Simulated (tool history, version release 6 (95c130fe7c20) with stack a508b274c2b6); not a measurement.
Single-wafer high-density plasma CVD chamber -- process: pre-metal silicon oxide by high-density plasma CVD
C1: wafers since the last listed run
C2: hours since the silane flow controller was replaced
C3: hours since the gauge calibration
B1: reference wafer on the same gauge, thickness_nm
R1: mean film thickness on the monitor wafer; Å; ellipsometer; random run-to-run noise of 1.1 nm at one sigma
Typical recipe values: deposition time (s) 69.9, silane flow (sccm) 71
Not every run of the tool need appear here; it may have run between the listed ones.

run 1 hour=0 | deposition_time_(s)=69.9 silane_flow_(sccm)=63 | C1=0 C2=1652.8 C3=403.5 | B1=425.904 | R1=4228.23
run 2 hour=32.4 | deposition_time_(s)=69.9 silane_flow_(sccm)=63 | C1=383 C2=1685.2 C3=435.9 | B1=426.109 | R1=4213.97
run 3 hour=100.1 | deposition_time_(s)=69.9 silane_flow_(sccm)=71 | C1=801 C2=1752.9 C3=503.6 | B1=425.716 | R1=4750.04
run 4 hour=168.7 | deposition_time_(s)=69.9 silane_flow_(sccm)=71 | C1=811 C2=1821.5 C3=572.2 | B1=425.975 | R1=4762.55
run 5 hour=263 | deposition_time_(s)=69.9 silane_flow_(sccm)=71 | C1=1116 C2=1915.8 C3=666.5 | B1=426.21 | R1=4761.87
run 6 hour=332.5 | deposition_time_(s)=69.9 silane_flow_(sccm)=71 | C1=822 C2=1985.3 C3=736 | B1=425.785 | R1=4774.31
run 7 hour=357.4 | deposition_time_(s)=69.9 silane_flow_(sccm)=64 | C1=294 C2=2010.2 C3=760.9 | B1=426.088 | R1=4309.45
run 8 hour=415.5 | deposition_time_(s)=69.9 silane_flow_(sccm)=68 | C1=687 C2=2068.3 C3=819 | B1=425.76 | R1=4554.18
run 9 hour=451.3 | deposition_time_(s)=69.9 silane_flow_(sccm)=68 | C1=423 C2=2104.1 C3=854.8 | B1=426.07 | R1=4568.6
run 10 hour=513.1 | deposition_time_(s)=75.1 silane_flow_(sccm)=71 | C1=731 C2=2165.9 C3=916.6 | B1=426.075 | R1=5132.94
run 11 hour=576.5 | deposition_time_(s)=69.9 silane_flow_(sccm)=71 | C1=750 C2=2229.3 C3=980 | B1=426.146 | R1=4777.99
run 12 hour=642 | deposition_time_(s)=69.9 silane_flow_(sccm)=71 | C1=775 C2=2294.8 C3=1045.5 | B1=426.097 | R1=4755.8
run 13 hour=698.8 | deposition_time_(s)=63.7 silane_flow_(sccm)=71 | C1=672 C2=2351.6 C3=1102.3 | B1=426.025 | R1=4347.32
run 14 hour=764.8 | deposition_time_(s)=63.7 silane_flow_(sccm)=71 | C1=781 C2=2417.6 C3=1168.3 | B1=426.027 | R1=4333.54
run 15 hour=825.4 | deposition_time_(s)=63.7 silane_flow_(sccm)=71 | C1=717 C2=2478.2 C3=1228.9 | B1=425.93 | R1=4335.42
run 16 hour=859.9 | deposition_time_(s)=69.9 silane_flow_(sccm)=79 | C1=408 C2=2512.7 C3=1263.4 | B1=426.106 | R1=5326.73
run 17 hour=922.6 | deposition_time_(s)=69.9 silane_flow_(sccm)=79 | C1=742 C2=2575.4 C3=1326.1 | B1=425.817 | R1=5313.23
run 18 hour=988.9 | deposition_time_(s)=69.9 silane_flow_(sccm)=79 | C1=784 C2=2641.7 C3=1392.4 | B1=426.015 | R1=5323.98
run 19 hour=1130 | deposition_time_(s)=69.9 silane_flow_(sccm)=74 | C1=1670 C2=2782.8 C3=1533.5 | B1=425.977 | R1=4953.05
run 20 hour=1165.8 | deposition_time_(s)=69.9 silane_flow_(sccm)=74 | C1=423 C2=2818.6 C3=1569.3 | B1=426.126 | R1=4951.03
-- hour=1200.6 silane flow controller replaced
run 21 hour=1285.8 | deposition_time_(s)=69.9 silane_flow_(sccm)=74 | C1=1325 C2=85.2 C3=1689.3 | B1=425.875 | R1=5013.46
-- hour=1289.6 gauge calibrated
run 22 hour=1312.9 | deposition_time_(s)=69.9 silane_flow_(sccm)=71 | C1=320 C2=112.3 C3=23.3 | B1=426.024 | R1=4819.6
run 23 hour=1344.3 | deposition_time_(s)=69.9 silane_flow_(sccm)=81 | C1=371 C2=143.7 C3=54.7 | B1=425.807 | R1=5487.01
run 24 hour=1378 | deposition_time_(s)=57.3 silane_flow_(sccm)=59 | C1=398 C2=177.4 C3=88.4 | B1=425.898 | R1=3278.71
run 25 hour=1417.7 | deposition_time_(s)=69.9 silane_flow_(sccm)=74 | C1=469 C2=217.1 C3=128.1 | B1=425.813 | R1=5019.86
run 26 hour=1469.3 | deposition_time_(s)=76.9 silane_flow_(sccm)=82 | C1=610 C2=268.7 C3=179.7 | B1=425.992 | R1=6110.2
run 27 hour=1539.9 | deposition_time_(s)=62.5 silane_flow_(sccm)=77 | C1=835 C2=339.3 C3=250.3 | B1=425.981 | R1=4697.39
-- hour=1593.8 silane flow controller replaced, repeated, since the last time left the tool worse
run 28 hour=1604.9 | deposition_time_(s)=69.9 silane_flow_(sccm)=64 | C1=674 C2=11.1 C3=315.3 | B1=426.224 | R1=4261.14
run 29 hour=1633.1 | deposition_time_(s)=81 silane_flow_(sccm)=71 | C1=333 C2=39.3 C3=343.5 | B1=426.176 | R1=5472.24
run 30 hour=1685.1 | deposition_time_(s)=63.7 silane_flow_(sccm)=71 | C1=615 C2=91.3 C3=395.5 | B1=426.178 | R1=4271.88
run 31 hour=1727.4 | deposition_time_(s)=57.1 silane_flow_(sccm)=71 | C1=500 C2=133.6 C3=437.8 | B1=426.293 | R1=3863.36
run 32 hour=1759.6 | deposition_time_(s)=60.3 silane_flow_(sccm)=63 | C1=381 C2=165.8 C3=470 | B1=426.019 | R1=3611.5
run 33 hour=1822.6 | deposition_time_(s)=79.1 silane_flow_(sccm)=66 | C1=745 C2=228.8 C3=533 | B1=425.974 | R1=4962.86
run 34 hour=1867.7 | deposition_time_(s)=69.9 silane_flow_(sccm)=71 | C1=533 C2=273.9 C3=578.1 | B1=426.101 | R1=4705.02
run 35 hour=1939.7 | deposition_time_(s)=80 silane_flow_(sccm)=79 | C1=852 C2=345.9 C3=650.1 | B1=426.022 | R1=6022.15
run 36 hour=1970.6 | deposition_time_(s)=62.5 silane_flow_(sccm)=77 | C1=365 C2=376.8 C3=681 | B1=425.955 | R1=4583.08
run 37 hour=2027.5 | deposition_time_(s)=75.9 silane_flow_(sccm)=80 | C1=673 C2=433.7 C3=737.9 | B1=426.023 | R1=5761.94
run 38 hour=2080 | deposition_time_(s)=63.8 silane_flow_(sccm)=71 | C1=621 C2=486.2 C3=790.4 | B1=425.781 | R1=4322.98
run 39 hour=2132 | deposition_time_(s)=59.7 silane_flow_(sccm)=83 | C1=615 C2=538.2 C3=842.4 | B1=426.022 | R1=4715.95
run 40 hour=2242 | deposition_time_(s)=69.9 silane_flow_(sccm)=65 | C1=1301 C2=648.2 C3=952.4 | B1=425.958 | R1=4328.86
run 41 hour=2395.6 | deposition_time_(s)=62.3 silane_flow_(sccm)=82 | C1=1817 C2=801.8 C3=1106 | B1=426.159 | R1=4872.66
run 42 hour=2456.6 | deposition_time_(s)=69.9 silane_flow_(sccm)=71 | C1=721 C2=862.8 C3=1167 | B1=426.018 | R1=4724.93
run 43 hour=2509.9 | deposition_time_(s)=82.8 silane_flow_(sccm)=75 | C1=630 C2=916.1 C3=1220.3 | B1=425.968 | R1=5919.97
run 44 hour=2558 | deposition_time_(s)=57.6 silane_flow_(sccm)=78 | C1=569 C2=964.2 C3=1268.4 | B1=426.114 | R1=4293.44
run 45 hour=2585.8 | deposition_time_(s)=82.7 silane_flow_(sccm)=81 | C1=329 C2=992 C3=1296.2 | B1=426.223 | R1=6403.36

Measured minus without-hidden-state, run by run (identical run-to-run variation in each term; gauge scatter may differ):
Hidden state present: delivered silane flow above the setpoint (%); gauge reads high (%).
run=1 R1=+47.57
run=2 R1=+47.75
run=3 R1=+54.61
run=4 R1=+55.48
run=5 R1=+56.41
run=6 R1=+57.19
run=7 R1=+51.81
run=8 R1=+55.23
run=9 R1=+55.68
run=10 R1=+63.06
run=11 R1=+59.16
run=12 R1=+59.33
run=13 R1=+54.57
run=14 R1=+54.76
run=15 R1=+55.09
run=16 R1=+67.9
run=17 R1=+68.09
run=18 R1=+68.59
run=19 R1=+64.46
run=20 R1=+64.58
run=21 R1=+107.77
run=22 R1=+105.05
run=23 R1=+121.47
run=24 R1=+73.74
run=25 R1=+114.91
run=26 R1=+142.91
run=27 R1=+112.88
run=28 R1=-3.49
run=29 R1=-2.55
run=30 R1=+0.68
run=31 R1=+2.49
run=32 R1=+3.61
run=33 R1=+8.26
run=34 R1=+9.94
run=35 R1=+16.83
run=36 R1=+14.07
run=37 R1=+20.52
run=38 R1=+17.25
run=39 R1=+20.71
run=40 R1=+22.42
run=41 R1=+29.96
run=42 R1=+30.69
run=43 R1=+40.15
run=44 R1=+30.18
run=45 R1=+45.88
